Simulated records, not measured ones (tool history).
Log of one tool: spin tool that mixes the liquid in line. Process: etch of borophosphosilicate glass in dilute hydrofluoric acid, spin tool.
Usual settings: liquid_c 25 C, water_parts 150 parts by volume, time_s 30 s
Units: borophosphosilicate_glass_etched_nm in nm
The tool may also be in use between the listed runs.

| run | hour | liquid_c | water_parts | time_s | read-back film thickness of the borophosphosilicate glass reference wafer, read on the same gauge (nm) | borophosphosilicate_glass_etched_nm |
|---|---|---|---|---|---|---|
| 1 | 0 | 26 | 150 | 30 | 80.01 | 14.78 |
| 2 | 93.2 | 25 | 150 | 30 | 80.02 | 14.71 |
| 3 | 240.4 | 25 | 150 | 30 | 79.99 | 14.77 |
| 4 | 348.2 | 25 | 150 | 30 | 79.98 | 14.76 |
| 5 | 415.7 | 25 | 150 | 30 | 79.97 | 14.47 |
| 6 | 514.1 | 25 | 150 | 30 | 79.97 | 14.57 |
| 7 | 609.4 | 25 | 150 | 30 | 80 | 14.18 |
| 8 | 698.4 | 25 | 95 | 30 | 79.97 | 24.03 |
| 9 | 752.9 | 25 | 95 | 30 | 80.01 | 23.87 |
| 10 | 816.1 | 25 | 95 | 30 | 80 | 24.2 |
| 11 | 921.4 | 27.5 | 150 | 30 | 80.02 | 15.94 |
| 12 | 1024.6 | 28.5 | 130 | 25 | 80.02 | 16.43 |
| 13 | 1125.3 | 25 | 150 | 30 | 80 | 14.67 |
| 14 | 1397.9 | 21.5 | 150 | 30 | 80.01 | 12.27 |
| 15 | 1491 | 22.5 | 75 | 20 | 80.02 | 18.71 |
| 16 | 1533.5 | 25 | 185 | 20 | 79.98 | 7.44 |
| 17 | 1571.1 | 26.5 | 190 | 25 | 80.01 | 9.49 |
| 18 | 1660.1 | 20 | 150 | 30 | 80 | 11.92 |
| 19 | 1761.2 | 25 | 150 | 30 | 79.99 | 14.57 |
| 20 | 1849 | 29 | 210 | 30 | 79.99 | 11.33 |
| 21 | 1944.7 | 25 | 150 | 30 | 79.99 | 14.61 |
| 22 | 1997.2 | 27 | 110 | 25 | 80.03 | 19.1 |
| 23 | 2071.4 | 25 | 150 | 30 | 80.01 | 14.81 |
| 24 | 2123.9 | 21.5 | 150 | 40 | 80.01 | 16.3 |
| 25 | 2211.2 | 22.5 | 225 | 35 | 79.97 | 9.37 |
| 26 | 2313.9 | 29 | 210 | 30 | 79.99 | 10.97 |
| 27 | 2400.8 | 25 | 150 | 30 | 79.97 | 14.32 |
| 28 | 2470 | 25 | 150 | 30 | 80.02 | 14.59 |
| 29 | 2516.4 | 25 | 150 | 30 | 79.97 | 14.39 |
| 30 | 2563.3 | 25 | 130 | 30 | 80 | 17.28 |
| 31 | 2660.1 | 20.5 | 200 | 30 | 79.97 | 8.75 |

Not shown: 5 entries that the log had between the listed runs. Between which runs, and how does the tool's hidden state differ before and after?
Between runs 6 and 7: gauge calibrated (hour 531.5); hydrofluoric acid flow meter replaced (hour 571.1)
  hydrofluoric acid flow above the setpoint (%): 5.68 -> 0.993
  measured less the result without the state, borophosphosilicate_glass_etched_nm: +0.91 -> +0.17 nm
Between runs 13 and 14: hydrofluoric acid flow meter replaced (hour 1351.8)
  hydrofluoric acid flow above the setpoint (%): 4.34 -> 0.892
  measured less the result without the state, borophosphosilicate_glass_etched_nm: +0.71 -> +0.12 nm
Between runs 20 and 21: thermometer replaced (hour 1887.3)
  hydrofluoric acid flow above the setpoint (%): 3.82 -> 4.44
  measured less the result without the state, borophosphosilicate_glass_etched_nm: +0.51 -> +0.72 nm
Between runs 23 and 24: hydrofluoric acid flow meter replaced (hour 2100.7)
  hydrofluoric acid flow above the setpoint (%): 5.26 -> 0.978
  measured less the result without the state, borophosphosilicate_glass_etched_nm: +0.86 -> +0.18 nm

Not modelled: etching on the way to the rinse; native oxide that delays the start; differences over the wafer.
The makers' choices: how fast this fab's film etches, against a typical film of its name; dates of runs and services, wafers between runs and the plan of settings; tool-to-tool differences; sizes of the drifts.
